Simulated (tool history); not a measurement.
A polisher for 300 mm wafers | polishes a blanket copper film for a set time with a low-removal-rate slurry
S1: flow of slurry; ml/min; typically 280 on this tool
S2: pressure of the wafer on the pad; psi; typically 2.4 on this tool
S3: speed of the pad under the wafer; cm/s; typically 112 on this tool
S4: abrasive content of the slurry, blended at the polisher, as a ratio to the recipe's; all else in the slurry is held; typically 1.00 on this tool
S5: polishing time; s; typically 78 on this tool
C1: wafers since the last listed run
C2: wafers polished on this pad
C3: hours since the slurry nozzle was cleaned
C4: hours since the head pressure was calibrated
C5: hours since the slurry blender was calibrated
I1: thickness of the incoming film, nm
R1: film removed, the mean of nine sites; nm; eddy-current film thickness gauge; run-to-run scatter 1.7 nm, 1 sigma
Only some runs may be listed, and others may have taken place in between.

run     day   S1   S2   S3    S4   S5   C1   C2     C3     C4     C5     I1     R1
  1   0.000  280  3.0  112  1.00   78    0  170  695.4  613.6  288.8  714.8  273.4
  2   0.321  280  2.4  112  1.00   78   70  241  703.1  621.3  296.5  713.6  216.0
  3   0.833  280  2.4  112  1.00   78  112  353  715.4  633.6  308.8  709.0  221.4
  4   1.221  280  2.4  112  1.00   78   85  438  724.7  642.9  318.1  722.5  216.0
  5   1.783  280  2.4   88  1.00   78  123  562  738.2  656.4  331.6  733.7  171.2
  6   2.188  280  2.4   88  1.00   78   88  651  747.9  666.1  341.3  721.4  170.5
  7   2.708  280  2.4  112  1.00   78  114  765  760.4  678.6  353.8  720.3  219.1
      3.079  -- worn pad replaced by a new one
  8   3.121  280  2.4  112  1.00   78   54    9  770.3  688.5  363.7  726.7  216.2
      3.500  -- slurry nozzle cleaned
  9   3.850  280  2.4  112  1.00   78  151  160    8.4  706.0  381.2  724.4  216.4
 10   4.192  280  2.4  112  1.00   78   75  235   16.6  714.2  389.4  720.8  217.1
 11   4.562  280  2.4  142  1.00   78   81  317   25.5  723.1  398.3  720.9  274.7
 12   4.983  280  2.4  142  1.00   78   92  409   35.6  733.2  408.4  719.1  273.5
      5.396  -- slurry blender recalibrated
 13   5.617  340  1.9  112  1.00   78  120  530   50.8  748.4    5.3  724.4  176.4
 14   6.242  210  2.4  112  1.20   78  137  667   65.8  763.4   20.3  708.3  223.7
      6.679  -- worn pad replaced by a new one
 15   6.700  280  2.4  112  1.00   78   64    4   76.8  774.4   31.3  727.6  214.7
 16   7.204  280  2.4  142  1.00   78  110  115   88.9  786.5   43.4  723.0  275.2
 17   7.504  280  2.1  112  0.80   78   65  180   96.1  793.7   50.6  713.8  180.3
 18   8.050  200  1.9  112  0.80   91  119  300  109.2  806.8   63.7  716.2  186.5
 19   8.721  280  2.4  112  1.00   98  147  448  125.3  822.9   79.8  718.9  272.6
 20   9.312  315  3.0   88  1.00  101  130  578  139.5  837.1   94.0  724.1  279.6
 21   9.833  280  1.9  112  1.25   90  114  692  152.0  849.6  106.5  708.3  209.4
     10.233  -- head pressure recalibrated
 22  10.271  280  2.4  112  1.00   78   77  770  162.5    0.9  117.0  722.0  216.6
     10.783  -- worn pad replaced by a new one
 23  10.804  280  2.4  128  1.00   78   80    4  175.3   13.7  129.8  715.8  247.5
 24  11.154  190  2.4  112  0.90   54   76   81  183.7   22.1  138.2  725.8  141.4
 25  11.862  235  2.0  128  1.00   78  155  237  200.7   39.1  155.2  727.4  203.9
 26  12.212  280  2.4  112  1.00   78   76  313  209.1   47.5  163.6  728.6  215.9
 27  12.800  280  2.4  142  1.00   78  129  443  223.2   61.6  177.7  726.8  273.6
 28  13.062  280  2.4  112  1.00   93   57  500  229.5   67.9  184.0  716.1  259.1
 29  13.692  280  2.4  132  1.00   78  138  638  244.6   83.0  199.1  717.9  256.2
 30  13.975  185  2.4   86  1.00   78   62  701  251.4   89.8  205.9  723.0  159.7

Expected results for the next run?
 31  14.442  280  2.0  76  1.15  93  102  803  262.6  101.0  217.1  721.8   ?

{"run 31": {"R1": 150.0}}
With no hidden state in the tool, this same run would have given R1 150.0 nm.
